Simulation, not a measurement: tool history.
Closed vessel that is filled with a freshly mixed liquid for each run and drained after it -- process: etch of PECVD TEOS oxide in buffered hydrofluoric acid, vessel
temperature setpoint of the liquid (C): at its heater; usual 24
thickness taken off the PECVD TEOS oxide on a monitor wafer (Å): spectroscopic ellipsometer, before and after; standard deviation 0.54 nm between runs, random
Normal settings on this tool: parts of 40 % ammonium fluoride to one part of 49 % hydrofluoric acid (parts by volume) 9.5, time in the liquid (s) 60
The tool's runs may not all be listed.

run   hour  temperature setpoint of the liquid (C)  parts of 40 % ammonium fluoride to one part of 49 % hydrofluoric acid (parts by volume)  time in the liquid (s)  read-back film thickness of the PECVD TEOS oxide reference wafer, read on the same gauge (nm)  thickness taken off the PECVD TEOS oxide on a monitor wafer (Å)
  1      0                                      25                                                                                      9.5                      60                                                                                         102.17                                                           1748.9
      18.7  -- gauge calibrated
  2   31.8                                      25                                                                                      9.5                      60                                                                                           99.9                                                           1701.2
  3   96.1                                      24                                                                                      9.5                      60                                                                                            100                                                           1614.2
  4  151.8                                      24                                                                                      9.5                      60                                                                                         100.09                                                           1613.7
  5  202.4                                      24                                                                                        7                      60                                                                                         100.12                                                           2196.3
  6  255.8                                      24                                                                                        7                      60                                                                                          100.2                                                           2200.8
  7    309                                      24                                                                                        7                      60                                                                                         100.29                                                           2213.9
  8  344.2                                      24                                                                                      9.5                      60                                                                                         100.33                                                             1628
  9  398.4                                      24                                                                                      9.5                      60                                                                                          100.4                                                           1624.6
 10  458.4                                      24                                                                                      9.5                      60                                                                                         100.47                                                           1628.1
 11  512.6                                      24                                                                                      9.5                      60                                                                                         100.55                                                           1630.1
     561.5  -- hydrofluoric acid flow meter replaced
 12    574                                      24                                                                                      9.5                      60                                                                                         100.66                                                           1624.8
     608.5  -- thermometer replaced
 13  643.7                                      24                                                                                      9.5                      60                                                                                         100.75                                                           1632.9
 14  671.5                                      24                                                                                      9.5                      60                                                                                         100.82                                                           1631.2
 15  751.6                                      24                                                                                      9.5                      35                                                                                         100.88                                                            956.7
 16  795.6                                    22.5                                                                                      9.5                      60                                                                                         100.95                                                           1497.7
 17  829.8                                      28                                                                                     11.5                      60                                                                                         101.04                                                             1715

The next listed run, before its measurement:
 18  861.6                                      22                                                                                        7                      60                                                                                              ?                                                                ?

read-back film thickness of the PECVD TEOS oxide reference wafer, read on the same gauge (nm): 101.06
thickness taken off the PECVD TEOS oxide on a monitor wafer (Å): 1990.2
Were there no unlogged condition in the tool, this run, its random variation unchanged, would have produced thickness taken off the PECVD TEOS oxide on a monitor wafer (Å) 1969.8.

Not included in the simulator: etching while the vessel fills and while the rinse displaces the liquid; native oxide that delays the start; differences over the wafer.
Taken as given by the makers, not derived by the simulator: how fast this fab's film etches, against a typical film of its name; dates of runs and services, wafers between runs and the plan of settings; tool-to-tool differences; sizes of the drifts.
